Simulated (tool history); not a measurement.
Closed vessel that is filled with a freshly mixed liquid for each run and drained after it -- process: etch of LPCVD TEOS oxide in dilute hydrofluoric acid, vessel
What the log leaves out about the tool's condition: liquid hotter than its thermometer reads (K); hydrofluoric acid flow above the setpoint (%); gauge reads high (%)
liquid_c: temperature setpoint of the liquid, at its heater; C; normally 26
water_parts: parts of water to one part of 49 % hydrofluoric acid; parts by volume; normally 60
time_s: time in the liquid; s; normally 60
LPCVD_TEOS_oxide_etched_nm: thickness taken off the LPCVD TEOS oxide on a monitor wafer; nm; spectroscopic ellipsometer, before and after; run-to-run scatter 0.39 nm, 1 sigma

run	hour	liquid_c	water_parts	time_s	wafers since the last listed run	hours since the thermometer was replaced	hours since the hydrofluoric acid flow meter was replaced	hours since the gauge calibration	read-back film thickness of the LPCVD TEOS oxide reference wafer, read on the same gauge (nm)	LPCVD_TEOS_oxide_etched_nm
1	0	26	60	60	0	618.8	1134.1	894.7	29.98	56.47
2	100.2	26	60	60	9403	719	1234.3	994.9	29.98	57.24
3	184.3	26	60	60	7892	803.1	1318.4	1079	29.99	56.93
4	228.7	26	60	60	4166	847.5	1362.8	1123.4	30.02	57.19
5	282	26	60	60	5002	900.8	1416.1	1176.7	30.01	57.48
6	319.7	26	60	60	3538	938.5	1453.8	1214.4	30	58.84
7	395.8	26	60	60	7141	1014.6	1529.9	1290.5	30.02	57.16
8	480.9	26	60	60	7986	1099.7	1615	1375.6	29.99	58.73
9	795.4	27	75	60	29515	1414.2	1929.5	1690.1	29.98	48.73
10	841.7	27	75	60	4345	1460.5	1975.8	1736.4	30.01	48.99
# hour 862.8: hydrofluoric acid flow meter replaced
11	886.4	27	75	60	4101	1505.2	23.6	1781.1	30	45.38
12	947.2	28.5	60	80	5705	1566	84.4	1841.9	29.98	82.7
13	1034.2	27.5	75	85	8164	1653	171.4	1928.9	30.01	67.05
# hour 1059.9: gauge calibrated
14	1109.2	28.5	50	40	7038	1728	246.4	49.3	29.99	50.73
15	1157.2	26	60	60	4504	1776	294.4	97.3	30.02	57.42
# hour 1185.9: thermometer replaced
16	1214.4	24	60	60	5274	28.5	351.6	154.5	30	49.83
17	1252	24.5	60	60	3528	66.1	389.2	192.1	30.01	51.05
18	1330.9	26	60	60	7404	145	468.1	271	30.01	53.99
19	1417.8	26	70	80	8155	231.9	555	357.9	29.97	61.14
20	1466.2	29.5	40	35	4542	280.3	603.4	406.3	30	56.52
21	1518.7	26	60	60	4927	332.8	655.9	458.8	29.97	55.55
22	1625.2	28.5	85	60	9994	439.3	762.4	565.3	29.99	41.36
23	1826.2	26	30	85	18863	640.3	963.4	766.3	29.99	164.96
24	1873.5	26	80	60	4439	687.6	1010.7	813.6	29.99	41.16
25	1915	30	75	30	3894	729.1	1052.2	855.1	30	26.25
26	1980.2	26	60	60	6118	794.3	1117.4	920.3	30.01	57.61
27	2040.9	26	40	45	5696	855	1178.1	981	30.03	66.79
28	2114	23	80	95	6860	928.1	1251.2	1054.1	30.01	59.65
29	2219.1	31	75	80	9863	1033.2	1356.3	1159.2	30.01	74.44
30	2255.4	28	85	75	3406	1069.5	1392.6	1195.5	29.98	53.63
31	2309.5	26	60	60	5077	1123.6	1446.7	1249.6	29.99	58.74
32	2412.6	26	90	60	9675	1226.7	1549.8	1352.7	29.99	37.54
33	2472.2	28	85	75	5593	1286.3	1609.4	1412.3	30	54.7

4 options for the next run, each taken on its own from the tool as it stands now. Forecast them:
A	2472.9	26	60	60	65	1287	1610.1	1413	?	?
B	2472.9	29.5	50	75	65	1287	1610.1	1413	?	?
C	2472.9	26	50	60	65	1287	1610.1	1413	?	?
D	2472.9	24	85	60	65	1287	1610.1	1413	?	?

run	read-back film thickness of the LPCVD TEOS oxide reference wafer, read on the same gauge (nm)	LPCVD_TEOS_oxide_etched_nm
A	29.96	59.25
B	29.96	103.44
C	29.96	72.07
D	29.96	37.39
Without the tool's hidden state the same runs would have given:
run	LPCVD_TEOS_oxide_etched_nm
A	51.94
B	90.85
C	63.2
D	32.75
